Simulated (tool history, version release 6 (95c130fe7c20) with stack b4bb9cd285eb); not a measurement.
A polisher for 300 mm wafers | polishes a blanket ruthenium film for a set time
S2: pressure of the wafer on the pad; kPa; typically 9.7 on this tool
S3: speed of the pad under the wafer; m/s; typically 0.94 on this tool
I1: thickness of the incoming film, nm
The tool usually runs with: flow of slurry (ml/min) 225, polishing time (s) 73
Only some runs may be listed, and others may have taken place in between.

run 1 hour=0.0 | flow_of_slurry_(ml/min)=225 S2=9.7 S3=0.94 polishing_time_(s)=73 | I1=649.3 | film_removed_(Å)=531
-- hour=14.4 worn pad replaced by a new one
run 2 hour=35.3 | flow_of_slurry_(ml/min)=225 S2=11.0 S3=0.84 polishing_time_(s)=73 | I1=639.7 | film_removed_(Å)=551
-- hour=76.0 slurry nozzle cleaned
run 3 hour=94.9 | flow_of_slurry_(ml/min)=225 S2=11.0 S3=0.84 polishing_time_(s)=73 | I1=644.7 | film_removed_(Å)=575
run 4 hour=132.8 | flow_of_slurry_(ml/min)=225 S2=11.0 S3=0.94 polishing_time_(s)=73 | I1=632.7 | film_removed_(Å)=641
run 5 hour=168.9 | flow_of_slurry_(ml/min)=225 S2=11.0 S3=0.94 polishing_time_(s)=73 | I1=643.2 | film_removed_(Å)=651
run 6 hour=207.9 | flow_of_slurry_(ml/min)=245 S2=6.9 S3=0.94 polishing_time_(s)=73 | I1=634.8 | film_removed_(Å)=407
run 7 hour=368.2 | flow_of_slurry_(ml/min)=245 S2=6.9 S3=0.94 polishing_time_(s)=73 | I1=635.1 | film_removed_(Å)=396
run 8 hour=399.2 | flow_of_slurry_(ml/min)=245 S2=6.9 S3=0.94 polishing_time_(s)=73 | I1=637.0 | film_removed_(Å)=403
run 9 hour=452.8 | flow_of_slurry_(ml/min)=225 S2=9.7 S3=0.94 polishing_time_(s)=73 | I1=640.6 | film_removed_(Å)=551
run 10 hour=496.4 | flow_of_slurry_(ml/min)=225 S2=9.7 S3=0.94 polishing_time_(s)=73 | I1=628.8 | film_removed_(Å)=557
run 11 hour=562.0 | flow_of_slurry_(ml/min)=225 S2=9.7 S3=0.94 polishing_time_(s)=73 | I1=640.9 | film_removed_(Å)=554
-- hour=574.0 worn pad replaced by a new one
run 12 hour=654.7 | flow_of_slurry_(ml/min)=225 S2=9.7 S3=0.94 polishing_time_(s)=73 | I1=627.0 | film_removed_(Å)=553
-- hour=694.3 head pressure recalibrated
run 13 hour=723.8 | flow_of_slurry_(ml/min)=225 S2=9.7 S3=0.94 polishing_time_(s)=73 | I1=646.1 | film_removed_(Å)=545
run 14 hour=789.7 | flow_of_slurry_(ml/min)=225 S2=9.7 S3=0.94 polishing_time_(s)=73 | I1=647.0 | film_removed_(Å)=549
run 15 hour=999.7 | flow_of_slurry_(ml/min)=195 S2=11.7 S3=0.74 polishing_time_(s)=53 | I1=642.6 | film_removed_(Å)=329
run 16 hour=1048.2 | flow_of_slurry_(ml/min)=225 S2=9.7 S3=1.06 polishing_time_(s)=61 | I1=644.5 | film_removed_(Å)=449
-- hour=1055.9 slurry nozzle cleaned
-- hour=1077.9 worn pad replaced by a new one
run 17 hour=1114.1 | flow_of_slurry_(ml/min)=225 S2=9.7 S3=0.94 polishing_time_(s)=73 | I1=628.4 | film_removed_(Å)=566
run 18 hour=1156.2 | flow_of_slurry_(ml/min)=225 S2=9.7 S3=0.94 polishing_time_(s)=73 | I1=630.9 | film_removed_(Å)=561
run 19 hour=1224.2 | flow_of_slurry_(ml/min)=225 S2=12.4 S3=0.94 polishing_time_(s)=73 | I1=640.9 | film_removed_(Å)=739
run 20 hour=1277.6 | flow_of_slurry_(ml/min)=225 S2=12.4 S3=0.94 polishing_time_(s)=63 | I1=632.3 | film_removed_(Å)=633
run 21 hour=1327.6 | flow_of_slurry_(ml/min)=285 S2=8.3 S3=0.94 polishing_time_(s)=73 | I1=644.3 | film_removed_(Å)=500
run 22 hour=1390.1 | flow_of_slurry_(ml/min)=225 S2=9.7 S3=0.94 polishing_time_(s)=73 | I1=630.5 | film_removed_(Å)=573
-- hour=1475.5 head pressure recalibrated
run 23 hour=1568.1 | flow_of_slurry_(ml/min)=225 S2=9.7 S3=0.94 polishing_time_(s)=73 | I1=642.8 | film_removed_(Å)=547
-- hour=1610.3 worn pad replaced by a new one
run 24 hour=1631.1 | flow_of_slurry_(ml/min)=265 S2=9.7 S3=0.94 polishing_time_(s)=93 | I1=644.1 | film_removed_(Å)=728
run 25 hour=1673.3 | flow_of_slurry_(ml/min)=225 S2=9.7 S3=0.94 polishing_time_(s)=73 | I1=635.8 | film_removed_(Å)=552
run 26 hour=1710.1 | flow_of_slurry_(ml/min)=225 S2=9.7 S3=1.16 polishing_time_(s)=73 | I1=633.7 | film_removed_(Å)=680
run 27 hour=1738.1 | flow_of_slurry_(ml/min)=225 S2=9.7 S3=0.84 polishing_time_(s)=81 | I1=647.5 | film_removed_(Å)=532
run 28 hour=1794.5 | flow_of_slurry_(ml/min)=165 S2=8.3 S3=0.94 polishing_time_(s)=73 | I1=630.9 | film_removed_(Å)=429
-- hour=1824.6 slurry nozzle cleaned
run 29 hour=1827.0 | flow_of_slurry_(ml/min)=300 S2=9.7 S3=0.70 polishing_time_(s)=73 | I1=641.0 | film_removed_(Å)=433
run 30 hour=1888.1 | flow_of_slurry_(ml/min)=245 S2=9.7 S3=1.18 polishing_time_(s)=73 | I1=638.3 | film_removed_(Å)=727
run 31 hour=1939.9 | flow_of_slurry_(ml/min)=270 S2=9.7 S3=0.94 polishing_time_(s)=86 | I1=645.9 | film_removed_(Å)=681
run 32 hour=1988.3 | flow_of_slurry_(ml/min)=225 S2=9.7 S3=0.94 polishing_time_(s)=73 | I1=631.9 | film_removed_(Å)=567
run 33 hour=2016.4 | flow_of_slurry_(ml/min)=150 S2=9.7 S3=1.08 polishing_time_(s)=60 | I1=636.4 | film_removed_(Å)=496
run 34 hour=2047.1 | flow_of_slurry_(ml/min)=225 S2=9.7 S3=0.94 polishing_time_(s)=97 | I1=637.5 | film_removed_(Å)=758
run 35 hour=2099.7 | flow_of_slurry_(ml/min)=185 S2=9.7 S3=1.06 polishing_time_(s)=50 | I1=650.1 | film_removed_(Å)=421
-- hour=2133.1 head pressure recalibrated
run 36 hour=2169.5 | flow_of_slurry_(ml/min)=225 S2=9.7 S3=0.94 polishing_time_(s)=73 | I1=637.1 | film_removed_(Å)=553

5 ways to go on from here, each from the tool as it stands after run 36. What would each give?
run A hour=2169.9 | flow_of_slurry_(ml/min)=225 S2=9.7 S3=0.94 polishing_time_(s)=73 | I1=650.0 | film_removed_(Å)=?
run B hour=2169.9 | flow_of_slurry_(ml/min)=225 S2=7.6 S3=0.94 polishing_time_(s)=73 | I1=650.0 | film_removed_(Å)=?
run C hour=2169.9 | flow_of_slurry_(ml/min)=225 S2=9.7 S3=0.82 polishing_time_(s)=57 | I1=650.0 | film_removed_(Å)=?
run D hour=2169.9 | flow_of_slurry_(ml/min)=290 S2=8.3 S3=0.84 polishing_time_(s)=73 | I1=650.0 | film_removed_(Å)=?
run E hour=2169.9 | flow_of_slurry_(ml/min)=225 S2=11.7 S3=0.72 polishing_time_(s)=85 | I1=650.0 | film_removed_(Å)=?

run=A film_removed_(Å)=566
run=B film_removed_(Å)=445
run=C film_removed_(Å)=386
run=D film_removed_(Å)=447
run=E film_removed_(Å)=613
Without the tool's hidden state the same runs would have given:
run=A film_removed_(Å)=572
run=B film_removed_(Å)=449
run=C film_removed_(Å)=389
run=D film_removed_(Å)=450
run=E film_removed_(Å)=619
